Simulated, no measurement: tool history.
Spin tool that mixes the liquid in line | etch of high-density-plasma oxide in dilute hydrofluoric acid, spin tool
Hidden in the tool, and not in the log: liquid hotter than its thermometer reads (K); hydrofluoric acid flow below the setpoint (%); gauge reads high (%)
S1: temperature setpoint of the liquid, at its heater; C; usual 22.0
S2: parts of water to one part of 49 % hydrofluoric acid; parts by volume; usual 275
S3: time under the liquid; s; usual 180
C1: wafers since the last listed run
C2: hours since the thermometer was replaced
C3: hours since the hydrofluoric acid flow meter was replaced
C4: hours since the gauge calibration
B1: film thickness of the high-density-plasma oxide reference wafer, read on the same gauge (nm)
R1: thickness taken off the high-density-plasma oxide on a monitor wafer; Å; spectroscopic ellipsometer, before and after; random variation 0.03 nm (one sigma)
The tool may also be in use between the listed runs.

run     day    S1   S2   S3    C1      C2     C3     C4      B1     R1
  1   0.000  22.0  275  135     0  1930.0  696.3  221.4  49.984  27.51
      3.929  -- hydrofluoric acid flow meter replaced
  2   7.621  22.0  275  135  1231  2112.9   88.6  404.3  49.932  28.30
  3  10.079  20.5  275  180   399  2171.9  147.6  463.3  49.984  36.37
  4  12.392  20.5  275  180   375  2227.4  203.1  518.8  50.003  36.19
  5  13.421  18.0  275  180   167  2252.1  227.8  543.5  50.025  33.27
  6  15.254  18.0  275  180   297  2296.1  271.8  587.5  50.026  33.43
  7  17.521  22.0  275  180   368  2350.5  326.2  641.9  49.989  38.22
  8  18.592  22.0  275  180   173  2376.2  351.9  667.6  50.052  38.30
  9  20.121  25.5  275  180   248  2412.9  388.6  704.3  49.979  42.45
 10  22.442  25.0  275  180   376  2468.6  444.3  760.0  50.039  41.95
 11  24.479  25.0  275  180   330  2517.5  493.2  808.9  50.013  41.86
     25.650  -- thermometer replaced
     25.912  -- gauge calibrated
 12  26.067  22.0  275  180   251    10.0  531.3    3.7  49.988  35.25
 13  28.450  22.0  275   95   387    67.2  588.5   60.9  49.976  18.86
 14  30.246  20.0  180   80   291   110.3  631.6  104.0  50.007  24.45
 15  33.212  19.0  275  230   481   181.5  702.8  175.2  49.967  40.42
 16  35.833  22.0  275   90   425   244.4  765.7  238.1  49.985  17.47
     38.879  -- hydrofluoric acid flow meter replaced
 17  41.450  22.0  385  180   905   379.2   61.7  372.9  50.014  23.98
 18  43.404  19.0  275  180   317   426.1  108.6  419.8  50.017  32.94
 19  45.817  20.0  325  275   391   484.0  166.5  477.7  50.037  41.69
 20  48.071  22.0  275  180   366   538.1  220.6  531.8  49.976  36.45
 21  49.996  22.0  275  135   312   584.3  266.8  578.0  50.028  27.64
 22  51.950  22.0  275  180   317   631.2  313.7  624.9  49.987  36.60
 23  53.283  22.0  275  180   216   663.2  345.7  656.9  50.001  36.36
 24  55.304  22.0  140  180   328   711.7  394.2  705.4  50.001  82.96
 25  58.108  19.5  275  180   455   779.0  461.5  772.7  49.976  33.57
 26  60.567  17.5  275  180   399   838.0  520.5  831.7  49.994  30.90

Forecast each of these 5 alternatives for the next run:
  A  60.588  22.0  275  180   3  838.5  521.0  832.2   ?   ?
  B  60.588  25.5  275  255   3  838.5  521.0  832.2   ?   ?
  C  60.588  22.0  145  180   3  838.5  521.0  832.2   ?   ?
  D  60.588  22.0  175  130   3  838.5  521.0  832.2   ?   ?
  E  60.588  20.0  275  270   3  838.5  521.0  832.2   ?   ?

run      B1     R1
  A  49.982  36.25
  B  49.982  58.01
  C  49.982  78.94
  D  49.982  45.67
  E  49.982  50.60
Without the tool's hidden state the same runs would have given:
run     R1
  A  35.99
  B  57.70
  C  77.93
  D  45.15
  E  50.18

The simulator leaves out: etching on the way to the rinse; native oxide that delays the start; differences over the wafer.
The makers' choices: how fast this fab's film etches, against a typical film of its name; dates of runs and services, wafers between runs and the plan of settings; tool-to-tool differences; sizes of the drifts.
